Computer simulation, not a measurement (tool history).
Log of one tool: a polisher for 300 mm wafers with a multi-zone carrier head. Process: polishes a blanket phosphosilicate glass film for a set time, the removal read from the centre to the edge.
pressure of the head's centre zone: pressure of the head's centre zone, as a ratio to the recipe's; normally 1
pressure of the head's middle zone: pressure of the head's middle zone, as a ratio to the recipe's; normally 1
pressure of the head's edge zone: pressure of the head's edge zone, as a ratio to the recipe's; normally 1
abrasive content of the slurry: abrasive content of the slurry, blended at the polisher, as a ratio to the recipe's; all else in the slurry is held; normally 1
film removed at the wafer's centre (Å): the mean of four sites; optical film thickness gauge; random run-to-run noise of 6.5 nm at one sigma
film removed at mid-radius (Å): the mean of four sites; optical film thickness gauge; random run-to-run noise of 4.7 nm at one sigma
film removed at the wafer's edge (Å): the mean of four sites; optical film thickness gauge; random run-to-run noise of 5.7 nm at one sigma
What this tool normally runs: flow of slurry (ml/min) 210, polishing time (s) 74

run   hour  flow of slurry (ml/min)  pressure of the head's centre zone  pressure of the head's middle zone  pressure of the head's edge zone  abrasive content of the slurry  polishing time (s)  incoming thickness of the incoming film, nm  film removed at the wafer's centre (Å)  film removed at mid-radius (Å)  film removed at the wafer's edge (Å)
  1      0                      210                                   1                                   1                                 1                            0.75                  74                                         4584                                    6529                            6428                                  6578
      20.7  -- carrier head's membrane replaced by a new one
  2   53.1                      210                                   1                                   1                                 1                               1                  74                                         4662                                    7541                            7456                                  7535
  3   97.2                      210                                   1                                   1                                 1                               1                  74                                       4689.3                                    7421                            7385                                  7486
  4  128.5                      280                                   1                                   1                                 1                             0.8                  74                                       4636.2                                    7163                            6915                                  6844
  5  157.5                      210                                   1                                   1                                 1                               1                  87                                       4663.5                                    8957                            8708                                  8877
  6  182.3                      210                                   1                                   1                              1.09                            1.25                  93                                       4674.2                                   10482                           10306                                 11047
  7  207.3                      210                                   1                                   1                                 1                               1                  74                                       4665.9                                    7578                            7364                                  7451
  8  255.5                      210                                   1                                   1                                 1                               1                  65                                       4670.6                                    6720                            6538                                  6604
  9  325.4                      270                                   1                                   1                              0.93                               1                  51                                       4617.1                                    5527                            5356                                  5173
 10  370.5                      280                                1.11                                1.09                                 1                               1                  56                                       4656.9                                    6750                            6251                                  5876
     382.1  -- worn pad replaced by a new one
 11  440.3                      210                                   1                                   1                                 1                               1                  74                                       4654.4                                    7817                            7436                                  7529
 12  487.7                      175                                0.96                                   1                                 1                               1                  74                                       4645.2                                    7247                            7340                                  7343
 13  542.5                      210                                   1                                   1                              1.05                               1                  74                                       4687.5                                    7791                            7384                                  7718
 14  582.5                      210                                   1                                   1                              0.96                               1                  74                                       4723.7                                    7716                            7416                                  7382
 15  608.9                      210                                0.97                                 0.9                                 1                               1                  50                                       4646.3                                    5127                            4581                                  5143
 16  640.2                      145                                1.09                                1.06                              1.07                               1                  74                                       4584.9                                    8115                            7410                                  7465
 17  667.9                      210                                   1                                   1                                 1                             1.2                  74                                       4658.3                                    8362                            8010                                  8226
 18  707.3                      210                                1.09                                1.09                              1.07                               1                  74                                       4710.3                                    8471                            7894                                  7787
 19  738.4                      270                                   1                                   1                                 1                            1.25                  74                                       4610.3                                    9034                            8322                                  8532
       792  -- centre zone pressure recalibrated
     795.8  -- slurry nozzle cleaned
 20  807.3                      210                                   1                                0.95                                 1                               1                  74                                       4705.1                                    7223                            7102                                  7513

Some steps in film removed at the wafer's centre (Å), run to run, broken into two amounts with sign: the step expected even without the hidden condition (settings, incoming material, random variation), and the rest, left for the hidden condition together with whatever gauge scatter is not in both the measured and the hidden-condition-free result:
Hidden conditions of the tool in this case: removal rate lost through wear of the pad, %; slurry flow missing at the pad, %; deviation of the centre zone's pressure from its setpoint, %; deviation of the edge zone's pressure from its setpoint, %.
Run 6 -> 7: pressure of the head's edge zone 1.09 -> 1, abrasive content of the slurry 1.25 -> 1, polishing time (s) 93 -> 74. film removed at the wafer's centre (Å) -2904: hidden state -108, all else -2796.
Run 15 -> 16: flow of slurry (ml/min) 210 -> 145, pressure of the head's centre zone 0.97 -> 1.09, pressure of the head's middle zone 0.9 -> 1.06, pressure of the head's edge zone 1 -> 1.07, polishing time (s) 50 -> 74. film removed at the wafer's centre (Å) +2988: hidden state +207, all else +2781.
Run 19 -> 20: flow of slurry (ml/min) 270 -> 210, pressure of the head's middle zone 1 -> 0.95, abrasive content of the slurry 1.25 -> 1, centre zone pressure recalibrated, slurry nozzle cleaned. film removed at the wafer's centre (Å) -1811: hidden state -671, all else -1140.

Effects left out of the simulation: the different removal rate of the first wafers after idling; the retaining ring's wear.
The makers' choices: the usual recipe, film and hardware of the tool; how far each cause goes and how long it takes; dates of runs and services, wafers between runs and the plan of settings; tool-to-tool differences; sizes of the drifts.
